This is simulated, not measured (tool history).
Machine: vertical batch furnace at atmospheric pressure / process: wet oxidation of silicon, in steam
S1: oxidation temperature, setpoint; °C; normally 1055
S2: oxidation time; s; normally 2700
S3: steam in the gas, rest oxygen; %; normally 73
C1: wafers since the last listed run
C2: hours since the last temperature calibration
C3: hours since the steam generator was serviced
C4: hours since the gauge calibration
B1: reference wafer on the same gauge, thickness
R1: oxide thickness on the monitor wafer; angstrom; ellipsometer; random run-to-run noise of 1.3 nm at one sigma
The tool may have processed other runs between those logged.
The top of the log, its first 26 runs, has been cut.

run     day    S1    S2  S3    C1     C2     C3     C4      B1      R1
 27  27.962  1046  2250  66   464  327.4  439.5  256.6  379.47  3035.5
 28  28.583  1065  3840  62   211  342.3  454.4  271.5  378.93  4463.8
 29  32.479  1055  2700  73  1324  435.8  547.9    365  379.22  3780.2
 30  33.604  1055  3390  63   382  462.8  574.9    392   379.4  3948.2
 31  34.433  1038  2190  84   281  482.7  594.8  411.9  378.56  3287.8
 32    35.1  1064  2700  73   226  498.7  610.8  427.9  378.98  3937.9
 33  36.179  1064  2700  64   366  524.6  636.7  453.8  379.58  3645.6
 34  37.533  1055  2700  73   460  557.1  669.2  486.3  378.69  3785.9
 35  38.958  1079  2700  70   484  591.3  703.4  520.5  379.55  4163.7
 36  39.775  1071  1920  73   277  610.9    723  540.1  378.61  3321.4
 37  40.458  1034  2700  85   232  627.3  739.4  556.5  379.14  3660.9
 38  41.662  1032  2700  73   409  656.2  768.3  585.4  378.55  3280.6

Consider 4 possible next runs. They are alternatives, not a sequence: every one starts from the tool as it was left by run 38. What does each give?
  A  41.829  1055  2700  73  56  660.2  772.3  589.4   ?   ?
  B  41.829  1065  1740  73  56  660.2  772.3  589.4   ?   ?
  C  41.829  1078  2700  73  56  660.2  772.3  589.4   ?   ?
  D  41.829  1055  2700  84  56  660.2  772.3  589.4   ?   ?

run      B1      R1
  A  378.75  3769.4
  B  378.75  3058.9
  C  378.75  4234.3
  D  378.75  4099.4
Take away the tool's hidden state, keep each run's random variation, and the runs would have read:
run      R1
  A    3848
  B  3122.7
  C  4319.3
  D  4184.3

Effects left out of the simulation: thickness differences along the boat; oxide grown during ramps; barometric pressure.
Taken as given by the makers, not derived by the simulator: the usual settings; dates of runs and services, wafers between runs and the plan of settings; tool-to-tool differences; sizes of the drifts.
